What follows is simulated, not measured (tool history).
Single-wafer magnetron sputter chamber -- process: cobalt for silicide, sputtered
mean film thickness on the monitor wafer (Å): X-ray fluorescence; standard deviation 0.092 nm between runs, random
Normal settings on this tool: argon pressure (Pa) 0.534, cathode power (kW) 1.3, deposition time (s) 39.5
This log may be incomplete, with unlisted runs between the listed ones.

run,hour,argon pressure (Pa),cathode power (kW),deposition time (s),wafers since the last listed run,wafers on the sputter target,hours since the last manometer calibration,hours since the magnet pack was replaced,hours since the gauge calibration,"read-back reference wafer on the same gauge, thickness_nm",mean film thickness on the monitor wafer (Å)
1,0,0.534,1.3,39.5,0,5866,1763.9,12071.4,225.8,22.383,233.11
2,6.8,0.639,1.3,39.5,164,6031,1770.7,12078.2,232.6,22.416,219.75
3,19.5,0.534,1.3,39.5,307,6339,1783.4,12090.9,245.3,22.415,231.56
4,33.3,0.534,1.3,39.5,334,6673,1797.2,12104.7,259.1,22.432,229.96
# hour 45.7: sputter target and shields replaced
5,64.3,0.534,1.3,39.5,557,450,1828.2,12135.7,290.1,22.412,243.3
# hour 73.5: gauge calibrated
6,78.8,0.534,1.3,39.5,351,801,1842.7,12150.2,5.3,22.407,243.35
7,90.8,0.534,1.3,39.5,290,1092,1854.7,12162.2,17.3,22.383,246.04
8,98.6,0.534,1.55,39.5,188,1280,1862.5,12170,25.1,22.398,288.63
9,107.5,0.646,1.3,39.5,215,1496,1871.4,12178.9,34,22.386,229.16
10,124.9,0.646,1.3,39.5,421,1918,1888.8,12196.3,51.4,22.374,230.86
11,134.9,0.534,1.3,39.5,242,2160,1898.8,12206.3,61.4,22.414,241.83
12,153.3,0.534,1.3,39.5,445,2605,1917.2,12224.7,79.8,22.391,241.76
13,163.1,0.534,1.3,39.5,237,2843,1927,12234.5,89.6,22.389,242.29
14,174.4,0.601,1.3,37.2,273,3117,1938.3,12245.8,100.9,22.41,219.62
15,186.2,0.534,1.3,39.5,285,3402,1950.1,12257.6,112.7,22.414,241.37
16,198.3,0.612,1.15,33.6,293,3695,1962.2,12269.7,124.8,22.396,174.12
17,209.9,0.478,1.3,31.8,280,3976,1973.8,12281.3,136.4,22.399,198.04
# hour 224.8: capacitance manometer re-zeroed and calibrated
18,225.3,0.534,1.5,41.7,179,4156,0.5,12296.7,151.8,22.378,290.17
# hour 271.6: magnet pack replaced
19,272.1,0.423,1.3,39.5,939,5096,47.3,0.5,198.6,22.422,247.4
20,274.8,0.678,1.15,37,65,5161,50,3.2,201.3,22.441,181.06
21,283.7,0.4,1.65,35.6,215,5377,58.9,12.1,210.2,22.427,285.34
22,290,0.534,1.3,34.3,152,5529,65.2,18.4,216.5,22.418,202.95
# hour 303.5: sputter target and shields replaced
# hour 309.4: gauge calibrated
23,334.1,0.534,1.3,39.5,874,740,109.3,62.5,24.7,22.397,244.83
24,343.9,0.633,1.3,33.8,237,978,119.1,72.3,34.5,22.389,199.87
25,353.2,0.534,1.45,36.7,225,1203,128.4,81.6,43.8,22.397,252.43
26,370,0.534,1.55,39.5,406,1610,145.2,98.4,60.6,22.38,289.95
27,408.2,0.534,1.3,37,925,2535,183.4,136.6,98.8,22.433,226.7
28,418.7,0.35,1.55,35.8,254,2790,193.9,147.1,109.3,22.411,284.37

Hidden state or all else? Some run-to-run changes of mean film thickness on the monitor wafer (Å), split into what the settings, what came in and random variation would give without the hidden state, and what is left for the hidden state (with any gauge scatter that isn't in both results):
The tool's hidden condition here consists of: deposition rate above that of a new target (%); true argon pressure above the setpoint (%); gauge reads high (%).
Run 4 -> 5: sputter target and shields replaced. mean film thickness on the monitor wafer (Å) +13.34: hidden state +14.82, all else -1.48.
Run 17 -> 18: argon pressure (Pa) 0.478 -> 0.534, cathode power (kW) 1.3 -> 1.5, deposition time (s) 31.8 -> 41.7, capacitance manometer re-zeroed and calibrated. mean film thickness on the monitor wafer (Å) +92.13: hidden state -3.6, all else +95.73.
Run 20 -> 21: argon pressure (Pa) 0.678 -> 0.4, cathode power (kW) 1.15 -> 1.65, deposition time (s) 37 -> 35.6. mean film thickness on the monitor wafer (Å) +104.28: hidden state -5.88, all else +110.16.
Run 22 -> 23: deposition time (s) 34.3 -> 39.5, sputter target and shields replaced, gauge calibrated. mean film thickness on the monitor wafer (Å) +41.88: hidden state +8.94, all else +32.94.
